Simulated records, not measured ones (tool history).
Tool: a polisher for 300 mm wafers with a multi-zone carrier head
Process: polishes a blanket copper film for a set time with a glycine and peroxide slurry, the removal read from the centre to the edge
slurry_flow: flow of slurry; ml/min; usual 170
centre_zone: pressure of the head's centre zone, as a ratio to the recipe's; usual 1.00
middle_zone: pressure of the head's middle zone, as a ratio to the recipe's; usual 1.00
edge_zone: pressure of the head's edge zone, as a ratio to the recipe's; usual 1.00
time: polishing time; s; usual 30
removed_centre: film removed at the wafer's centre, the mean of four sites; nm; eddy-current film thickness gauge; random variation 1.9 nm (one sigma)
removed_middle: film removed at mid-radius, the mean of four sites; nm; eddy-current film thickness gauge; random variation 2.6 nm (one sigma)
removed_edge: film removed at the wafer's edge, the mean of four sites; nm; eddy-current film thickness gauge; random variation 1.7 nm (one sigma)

run	hour	slurry_flow	centre_zone	middle_zone	edge_zone	time	incoming thickness of the incoming film, nm	removed_centre	removed_middle	removed_edge
1	0.0	170	1.00	1.00	1.00	30	2176.8	175.6	168.0	163.9
2	8.4	170	1.00	1.00	1.00	30	2160.1	172.7	168.2	167.0
# hour 16.0: centre zone pressure recalibrated
3	22.6	170	1.00	1.00	1.00	30	2163.0	173.0	162.8	164.9
4	39.4	170	1.00	1.00	1.00	30	2221.1	172.3	163.0	164.3
# hour 44.9: edge zone pressure recalibrated
5	56.5	170	1.00	1.00	1.00	30	2158.4	170.5	164.8	163.3
# hour 71.6: worn pad replaced by a new one, repeated, since the last time left the tool worse
6	72.1	170	1.00	1.00	1.00	30	2228.4	195.3	184.8	186.8
7	87.2	170	1.00	0.96	1.00	30	2165.0	192.2	179.3	183.0
8	96.5	170	1.00	1.00	1.00	30	2199.1	187.9	181.6	182.6
# hour 133.8: slurry nozzle cleaned
# hour 134.7: carrier head's membrane replaced by a new one
9	139.6	170	1.00	1.00	1.00	30	2153.2	184.2	180.5	184.1
10	147.1	170	1.00	1.00	1.00	30	2188.7	186.9	184.3	179.1
11	165.8	200	1.12	1.00	1.00	30	2176.1	213.4	176.9	183.0
12	175.4	150	1.00	0.95	1.00	22	2207.3	132.0	126.9	128.2
13	187.8	130	1.00	1.00	1.00	30	2152.1	177.6	174.2	175.4
14	205.1	170	1.00	1.00	1.00	30	2201.0	184.0	180.7	178.1
# hour 211.7: worn pad replaced by a new one
15	218.1	170	1.00	1.00	1.00	27	2178.7	174.6	166.4	168.4
16	224.5	115	1.00	1.04	0.92	25	2167.4	150.1	149.5	143.2
17	234.1	170	1.00	1.00	1.00	30	2174.6	188.1	188.3	184.1
18	240.2	170	0.92	1.08	0.89	30	2195.0	179.7	196.4	175.5
19	254.5	170	1.03	1.00	1.00	30	2153.2	195.6	185.1	184.9
20	261.7	220	0.94	1.00	1.00	30	2210.8	186.8	190.8	184.1
21	276.7	170	0.94	0.88	1.00	30	2216.4	176.9	160.3	178.7
22	291.6	170	1.08	1.00	1.00	37	2225.2	252.2	220.6	224.1

What the log doesn't show, run by run:
slurry flow missing at the pad, %: 0 in every run
deviation of the centre zone's pressure from its setpoint, %: 0 in every run
deviation of the edge zone's pressure from its setpoint, %: 0 in every run
H1: removal rate lost through wear of the pad, %
run	H1
1	10.9
2	11.2
3	11.7
4	12.2
5	12.5
6	0.844
7	1.94
8	2.48
9	4.05
10	4.22
11	4.55
12	4.68
13	4.81
14	4.96
15	0.647
16	1.1
17	1.68
18	2
19	2.63
20	2.88
21	3.32
22	3.65
